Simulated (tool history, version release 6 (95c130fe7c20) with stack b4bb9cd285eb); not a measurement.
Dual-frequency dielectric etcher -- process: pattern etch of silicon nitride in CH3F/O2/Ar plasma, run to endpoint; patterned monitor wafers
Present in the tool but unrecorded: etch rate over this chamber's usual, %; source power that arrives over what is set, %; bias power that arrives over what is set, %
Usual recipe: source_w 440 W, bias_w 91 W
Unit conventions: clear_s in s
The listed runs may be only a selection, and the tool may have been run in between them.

run   hour  source_w  bias_w  wafers since the last listed run  hours since the last wet clean  hours since the last source power generator calibration  hours since the last bias power generator calibration  hours since the last upper electrode change  incoming incoming film thickness, nm  clear_s
  1      0       440     104                                 0                           388.6                                                   1457.2                                                 3612.8                                       4244.3                                 29.93       38
  2  102.2       510     105                              1270                           490.8                                                   1559.4                                                   3715                                       4346.5                                 30.06     36.6
     165.5  -- wet clean of the chamber
  3  177.7       510     105                               640                            12.2                                                   1634.9                                                 3790.5                                         4422                                 30.15     37.3
  4    284       510     105                              1321                           118.5                                                   1741.2                                                 3896.8                                       4528.3                                 29.92     37.2
     379.3  -- bias power generator calibrated
  5  380.8       440      91                              1153                           215.3                                                     1838                                                    1.5                                       4625.1                                  29.9     39.3
     466.5  -- source power generator calibrated
  6  468.8       440      91                              1043                           303.3                                                      2.3                                                   89.5                                       4713.1                                 29.81     38.8
  7  575.7       440      91                              1328                           410.2                                                    109.2                                                  196.4                                         4820                                 29.82     38.7
  8  640.4       350      79                               804                           474.9                                                    173.9                                                  261.1                                       4884.7                                 29.63     41.4
     697.2  -- wet clean of the chamber
  9    712       380      74                               591                            14.8                                                    245.5                                                  332.7                                       4956.3                                 29.77     43.2
 10  786.3       440     104                               923                            89.1                                                    319.8                                                    407                                       5030.6                                 29.57     37.9
     836.3  -- upper electrode replaced
 11  855.2       530      82                               558                             158                                                    388.7                                                  475.9                                         18.9                                 30.09     39.3
 12  929.6       540      68                               924                           232.4                                                    463.1                                                  550.3                                         93.3                                 29.69       40

Forecast run 13:
 13  1031.7       440     108                              1268                           334.5                                                    565.2                                                  652.4                                        195.4                                 30.05        ?

{"run 13": {"clear_s": 37.7}}
Were there no unlogged condition in the tool, this run, its random variation unchanged, would have produced clear_s 38.5 s.
